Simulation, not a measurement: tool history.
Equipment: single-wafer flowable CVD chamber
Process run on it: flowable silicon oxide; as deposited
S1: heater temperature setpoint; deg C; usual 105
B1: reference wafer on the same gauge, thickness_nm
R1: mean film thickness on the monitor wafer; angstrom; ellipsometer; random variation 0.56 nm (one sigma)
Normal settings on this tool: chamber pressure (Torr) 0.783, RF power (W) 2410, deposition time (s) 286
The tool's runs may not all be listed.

run 1 hour=0 | S1=105 chamber_pressure_(Torr)=0.783 RF_power_(W)=2410 deposition_time_(s)=286 | B1=156.072 | R1=1437.2
run 2 hour=92 | S1=105 chamber_pressure_(Torr)=0.783 RF_power_(W)=2410 deposition_time_(s)=286 | B1=156.024 | R1=1437.67
run 3 hour=175.3 | S1=105 chamber_pressure_(Torr)=0.783 RF_power_(W)=2410 deposition_time_(s)=286 | B1=156.049 | R1=1436.85
run 4 hour=273.3 | S1=105 chamber_pressure_(Torr)=0.783 RF_power_(W)=2410 deposition_time_(s)=286 | B1=156.099 | R1=1437.82
run 5 hour=313.6 | S1=105 chamber_pressure_(Torr)=0.783 RF_power_(W)=2410 deposition_time_(s)=286 | B1=155.941 | R1=1438.08
-- hour=326.7 gauge calibrated
-- hour=355.2 thermocouple changed; heater temperature recalibrated
run 6 hour=382.6 | S1=105 chamber_pressure_(Torr)=0.783 RF_power_(W)=2410 deposition_time_(s)=286 | B1=156.114 | R1=1434.31
-- hour=474.6 capacitance manometer re-zeroed and calibrated
-- hour=477 RF generator calibrated
run 7 hour=477.5 | S1=102 chamber_pressure_(Torr)=0.783 RF_power_(W)=2410 deposition_time_(s)=314 | B1=155.994 | R1=1790.18
-- hour=487.9 showerhead replaced
run 8 hour=554.6 | S1=105 chamber_pressure_(Torr)=0.848 RF_power_(W)=2775 deposition_time_(s)=306 | B1=155.96 | R1=1731.81
run 9 hour=656.4 | S1=100 chamber_pressure_(Torr)=0.783 RF_power_(W)=2410 deposition_time_(s)=342 | B1=156.005 | R1=2103.47
run 10 hour=743.3 | S1=105 chamber_pressure_(Torr)=0.783 RF_power_(W)=2410 deposition_time_(s)=286 | B1=156.016 | R1=1462.92

Estimate the outcome of run 11 from the log above:
run 11 hour=800 | S1=105 chamber_pressure_(Torr)=0.783 RF_power_(W)=2080 deposition_time_(s)=336 | B1=? | R1=?

B1: 155.974
R1: 1638.25 angstrom
Without the tool's hidden state the same run would have given R1 1646.43 angstrom.
